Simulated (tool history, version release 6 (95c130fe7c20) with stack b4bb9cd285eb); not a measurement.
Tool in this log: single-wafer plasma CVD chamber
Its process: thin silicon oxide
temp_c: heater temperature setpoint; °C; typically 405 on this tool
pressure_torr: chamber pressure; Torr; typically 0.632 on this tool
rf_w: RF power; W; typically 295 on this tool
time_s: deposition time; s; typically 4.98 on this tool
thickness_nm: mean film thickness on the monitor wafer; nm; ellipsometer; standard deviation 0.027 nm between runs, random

run    hour  temp_c  pressure_torr  rf_w  time_s  wafers since the last listed run  hours since the last thermocouple change  hours since the last RF generator calibration  hours since the last manometer calibration  hours since the showerhead was replaced  hours since the gauge calibration  read-back reference wafer on the same gauge, thickness_nm  thickness_nm
  1     0.0     405          0.632   295    4.98                                 0                                    2462.2                                         1608.8                                      1215.1                                   7755.5                              971.3                                                      8.279         6.883
  2    59.7     405          0.632   295    4.98                              1930                                    2521.9                                         1668.5                                      1274.8                                   7815.2                             1031.0                                                      8.284         6.856
  3    88.6     405          0.632   295    4.98                               934                                    2550.8                                         1697.4                                      1303.7                                   7844.1                             1059.9                                                      8.281         6.826
  4   139.6     405          0.632   295    4.98                              1649                                    2601.8                                         1748.4                                      1354.7                                   7895.1                             1110.9                                                      8.284         6.811
  5   193.5     405          0.632   295    4.98                              1743                                    2655.7                                         1802.3                                      1408.6                                   7949.0                             1164.8                                                      8.279         6.815
  6   256.7     405          0.632   295    4.98                              2044                                    2718.9                                         1865.5                                      1471.8                                   8012.2                             1228.0                                                      8.283         6.737
  7   318.2     405          0.632   265    5.39                              1989                                    2780.4                                         1927.0                                      1533.3                                   8073.7                             1289.5                                                      8.288         6.737
  8   365.8     405          0.632   265    5.39                              1539                                    2828.0                                         1974.6                                      1580.9                                   8121.3                             1337.1                                                      8.276         6.719
  9   432.1     405          0.632   295    4.98                              2144                                    2894.3                                         2040.9                                      1647.2                                   8187.6                             1403.4                                                      8.282         6.678
      521.0  -- RF generator calibrated
      525.6  -- gauge calibrated
      545.3  -- showerhead replaced
 10   620.1     415          0.632   295    5.72                              5563                                    3082.3                                           99.1                                      1835.2                                     74.8                               94.5                                                      8.278         7.914
 11   677.4     415          0.632   295    5.72                              1853                                    3139.6                                          156.4                                      1892.5                                    132.1                              151.8                                                      8.283         7.927
      693.5  -- capacitance manometer re-zeroed and calibrated
      699.5  -- thermocouple changed; heater temperature recalibrated
 12   732.3     401          0.632   295    4.98                              1321                                      32.8                                          211.3                                        38.8                                    187.0                              206.7                                                      8.288         7.213
 13   792.9     405          0.632   295    4.98                              1959                                      93.4                                          271.9                                        99.4                                    247.6                              267.3                                                      8.283         7.207
 14   827.1     393          0.765   315    4.98                              1106                                     127.6                                          306.1                                       133.6                                    281.8                              301.5                                                      8.280         8.965
 15   880.5     397          0.755   320    5.30                              1727                                     181.0                                          359.5                                       187.0                                    335.2                              354.9                                                      8.281         9.557
 16   920.8     405          0.632   295    4.98                              1303                                     221.3                                          399.8                                       227.3                                    375.5                              395.2                                                      8.285         7.111
 17   978.2     405          0.632   325    4.98                              1856                                     278.7                                          457.2                                       284.7                                    432.9                              452.6                                                      8.276         7.534
 18  1015.9     393          0.781   240    5.63                              1219                                     316.4                                          494.9                                       322.4                                    470.6                              490.3                                                      8.282         8.615
 19  1060.8     405          0.632   265    5.39                              1452                                     361.3                                          539.8                                       367.3                                    515.5                              535.2                                                      8.276         7.174
 20  1112.8     405          0.632   255    5.45                              1681                                     413.3                                          591.8                                       419.3                                    567.5                              587.2                                                      8.286         7.028
 21  1175.9     405          0.502   345    4.98                              2040                                     476.4                                          654.9                                       482.4                                    630.6                              650.3                                                      8.288         6.199
 22  1207.0     405          0.632   250    4.25                              1005                                     507.5                                          686.0                                       513.5                                    661.7                              681.4                                                      8.279         5.402
 23  1240.7     405          0.632   295    4.10                              1089                                     541.2                                          719.7                                       547.2                                    695.4                              715.1                                                      8.283         5.796
 24  1281.9     397          0.632   295    4.98                              1332                                     582.4                                          760.9                                       588.4                                    736.6                              756.3                                                      8.278         7.059

Here are 4 independent what-if runs from the current tool condition. What would each one return?
  A  1282.3     399          0.632   295    4.98                                12                                     582.8                                          761.3                                       588.8                                    737.0                              756.7                                                          ?             ?
  B  1282.3     419          0.632   275    4.47                                12                                     582.8                                          761.3                                       588.8                                    737.0                              756.7                                                          ?             ?
  C  1282.3     417          0.632   295    4.98                                12                                     582.8                                          761.3                                       588.8                                    737.0                              756.7                                                          ?             ?
  D  1282.3     405          0.716   295    4.98                                12                                     582.8                                          761.3                                       588.8                                    737.0                              756.7                                                          ?             ?

run  read-back reference wafer on the same gauge, thickness_nm  thickness_nm
  A                                                      8.279         7.072
  B                                                      8.279         5.980
  C                                                      8.279         6.978
  D                                                      8.279         7.954
Take away the tool's hidden state, keep each run's random variation, and the runs would have read:
run  thickness_nm
  A         7.276
  B         6.155
  C         7.180
  D         8.176
